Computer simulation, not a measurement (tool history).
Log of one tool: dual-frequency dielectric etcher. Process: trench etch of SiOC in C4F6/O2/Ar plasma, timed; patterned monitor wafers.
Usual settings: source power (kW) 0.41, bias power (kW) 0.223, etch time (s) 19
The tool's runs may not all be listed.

run	hour	source power (kW)	bias power (kW)	etch time (s)	read-back reference wafer on the same gauge, depth_nm	mean etch depth across the wafer (Å)
1	0	0.38	0.223	19	53.93	451.1
2	37.5	0.41	0.223	19	53.94	468.6
3	100.4	0.41	0.223	19	53.86	467.6
# hour 266.6: wet clean of the chamber
4	357.9	0.41	0.223	19	53.96	484.1
5	413.8	0.41	0.223	22	54.04	565.1
# hour 429.7: gauge calibrated
6	456	0.41	0.223	22	53.89	564.4
# hour 484.5: wet clean of the chamber, repeated, since the last time left the tool worse
7	559.7	0.41	0.223	22	53.84	526.4
# hour 640.3: bias power generator calibrated
8	640.8	0.41	0.223	15.5	53.91	375.2
9	694.1	0.46	0.223	17.5	53.92	445.8
10	760.7	0.41	0.223	19	53.95	469.6
11	828.5	0.41	0.223	22	53.96	539.6
12	882.4	0.41	0.189	17	53.94	387.7
# hour 950.4: upper electrode replaced
# hour 975.5: source power generator calibrated
13	1053.5	0.37	0.268	19	53.97	504.9
# hour 1132.8: wet clean of the chamber
14	1137.1	0.41	0.223	19	53.82	459.7
15	1220.1	0.37	0.173	14	53.9	285.2

Forecast each of these 5 alternatives for the next run:
A	1220.5	0.41	0.223	19	?	?
B	1220.5	0.41	0.203	19	?	?
C	1220.5	0.47	0.247	22.5	?	?
D	1220.5	0.41	0.205	16	?	?
E	1220.5	0.46	0.174	17	?	?

run	read-back reference wafer on the same gauge, depth_nm	mean etch depth across the wafer (Å)
A	53.94	464.7
B	53.94	441.9
C	53.94	606.7
D	53.94	374.1
E	53.94	376.9
Without the tool's hidden state the same runs would have given:
run	mean etch depth across the wafer (Å)
A	463.5
B	440.7
C	605.1
D	373.1
E	375.9
